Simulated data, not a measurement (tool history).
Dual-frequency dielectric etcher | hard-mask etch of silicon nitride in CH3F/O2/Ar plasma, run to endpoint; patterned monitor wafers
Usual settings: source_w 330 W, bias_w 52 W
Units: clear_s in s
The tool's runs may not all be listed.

run     day  source_w  bias_w  incoming incoming film thickness, nm  clear_s
  1       0       330      52                                  43.7     70.6
  2   1.375       330      52                                 43.34     70.1
  3   2.142       330      52                                 43.27     69.8
  4   3.038       330      52                                  43.6     70.8
  5   3.675       330      52                                 43.33     69.7
  6   7.696       330      48                                  43.2     72.4
      9.054  -- wet clean of the chamber
  7  11.279       330      48                                 43.38       72
  8  11.942       330      48                                 43.48     72.2
  9  13.021       330      61                                 43.24     63.6
     14.329  -- upper electrode replaced
 10   14.35       330      61                                 43.66     64.3
 11  14.796       330      52                                 43.71     69.8
 12   15.95       330      52                                 42.99     68.8
 13  17.038       330      52                                 43.54     69.5
 14  18.475       380      52                                 43.43     66.9
 15  19.029       360      48                                 43.53     70.9
 16  20.029       370      64                                 43.83     61.2
 17  21.138       330      41                                 43.27     78.4
 18  21.979       330      52                                 43.83     70.6
 19  23.067       370      65                                 42.95     59.6
 20  23.654       330      47                                 44.03     74.5
 21  24.542       410      56                                 43.59     63.7
 22  25.433       380      44                                 43.06     72.4
 23  25.988       270      56                                 43.35     70.5
     26.225  -- bias power generator calibrated
     26.825  -- source power generator calibrated
 24  27.033       330      61                                  43.6     64.6
 25  28.279       300      46                                 43.18     76.3
 26  28.838       300      48                                  43.7     75.4
     30.596  -- wet clean of the chamber
 27  30.617       330      52                                 43.08     68.7
 28  31.392       330      52                                 43.79     69.7
 29  32.258       260      49                                 43.53     76.3
 30  32.888       330      56                                 43.97     67.7
 31  33.396       380      42                                 43.41     74.5
 32  34.192       400      64                                 43.43     58.9
 33  35.588       290      52                                 42.93     71.4
 34  36.354       250      47                                 43.48     79.1

Forecast each of these 5 alternatives for the next run:
  A  36.371       330      52                                 43.57        ?
  B  36.371       300      45                                 43.57        ?
  C  36.371       280      60                                 43.57        ?
  D  36.371       370      61                                 43.57        ?
  E  36.371       370      39                                 43.57        ?

run  clear_s
  A     69.9
  B     77.4
  C     67.9
  D     62.4
  E     78.8
Without the tool's hidden state the same runs would have given:
run  clear_s
  A     69.7
  B     77.3
  C     67.7
  D     62.3
  E     78.6

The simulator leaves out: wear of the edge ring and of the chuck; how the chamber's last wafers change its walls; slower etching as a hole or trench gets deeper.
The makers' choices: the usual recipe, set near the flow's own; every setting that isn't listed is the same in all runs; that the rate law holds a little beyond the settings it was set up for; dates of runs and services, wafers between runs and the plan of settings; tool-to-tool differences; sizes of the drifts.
